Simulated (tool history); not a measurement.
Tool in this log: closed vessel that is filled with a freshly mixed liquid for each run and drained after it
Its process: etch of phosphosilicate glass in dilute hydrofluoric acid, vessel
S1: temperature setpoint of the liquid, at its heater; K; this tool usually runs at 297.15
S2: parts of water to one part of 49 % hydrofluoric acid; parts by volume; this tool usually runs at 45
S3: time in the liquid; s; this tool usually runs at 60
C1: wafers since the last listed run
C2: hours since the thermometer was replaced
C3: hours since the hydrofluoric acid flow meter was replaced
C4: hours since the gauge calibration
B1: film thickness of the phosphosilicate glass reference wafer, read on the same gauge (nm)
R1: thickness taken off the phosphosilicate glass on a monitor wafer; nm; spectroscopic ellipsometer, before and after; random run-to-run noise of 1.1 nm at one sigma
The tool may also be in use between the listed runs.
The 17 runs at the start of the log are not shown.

-- hour=261.4 gauge calibrated
run 18 hour=271.5 | S1=297.15 S2=45 S3=60 | C1=1251 C2=44.7 C3=39.2 C4=10.1 | B1=40.03 | R1=182.38
run 19 hour=282.3 | S1=297.15 S2=35 S3=40 | C1=839 C2=55.5 C3=50 C4=20.9 | B1=40.01 | R1=156
run 20 hour=290.2 | S1=297.15 S2=45 S3=85 | C1=614 C2=63.4 C3=57.9 C4=28.8 | B1=40.02 | R1=257.62
run 21 hour=299.9 | S1=301.15 S2=60 S3=80 | C1=754 C2=73.1 C3=67.6 C4=38.5 | B1=40 | R1=210.12
run 22 hour=306.1 | S1=294.15 S2=30 S3=60 | C1=481 C2=79.3 C3=73.8 C4=44.7 | B1=40.02 | R1=245.2
run 23 hour=315.3 | S1=293.15 S2=50 S3=60 | C1=715 C2=88.5 C3=83 C4=53.9 | B1=39.99 | R1=137.21
run 24 hour=323.8 | S1=297.15 S2=45 S3=60 | C1=660 C2=97 C3=91.5 C4=62.4 | B1=40.01 | R1=182.73
run 25 hour=331.9 | S1=297.15 S2=45 S3=80 | C1=629 C2=105.1 C3=99.6 C4=70.5 | B1=39.95 | R1=240.81
run 26 hour=338.9 | S1=297.15 S2=45 S3=60 | C1=544 C2=112.1 C3=106.6 C4=77.5 | B1=40 | R1=180.95
run 27 hour=355 | S1=295.15 S2=45 S3=60 | C1=1251 C2=128.2 C3=122.7 C4=93.6 | B1=39.99 | R1=167.81
run 28 hour=369.2 | S1=299.15 S2=30 S3=75 | C1=1103 C2=142.4 C3=136.9 C4=107.8 | B1=39.98 | R1=375.39
run 29 hour=384.5 | S1=295.65 S2=45 S3=60 | C1=1189 C2=157.7 C3=152.2 C4=123.1 | B1=39.97 | R1=169.03
run 30 hour=392.1 | S1=297.15 S2=45 S3=60 | C1=590 C2=165.3 C3=159.8 C4=130.7 | B1=39.96 | R1=181.15
run 31 hour=401.3 | S1=295.15 S2=65 S3=40 | C1=715 C2=174.5 C3=169 C4=139.9 | B1=40.03 | R1=75.22
run 32 hour=417.4 | S1=297.15 S2=45 S3=60 | C1=1251 C2=190.6 C3=185.1 C4=156 | B1=40.01 | R1=182.61

Predict each of these 4 candidate next runs independently; none follows another, all start after run 32:
run A hour=418.1 | S1=297.15 S2=45 S3=60 | C1=54 C2=191.3 C3=185.8 C4=156.7 | B1=? | R1=?
run B hour=418.1 | S1=299.65 S2=65 S3=80 | C1=54 C2=191.3 C3=185.8 C4=156.7 | B1=? | R1=?
run C hour=418.1 | S1=295.65 S2=40 S3=60 | C1=54 C2=191.3 C3=185.8 C4=156.7 | B1=? | R1=?
run D hour=418.1 | S1=295.65 S2=30 S3=60 | C1=54 C2=191.3 C3=185.8 C4=156.7 | B1=? | R1=?

run=A B1=40.02 R1=180.59
run=B B1=40.02 R1=179.63
run=C B1=40.02 R1=192.08
run=D B1=40.02 R1=259.41
Without the tool's hidden state the same runs would have given:
run=A R1=182.69
run=B R1=181.65
run=C R1=194.35
run=D R1=262.51
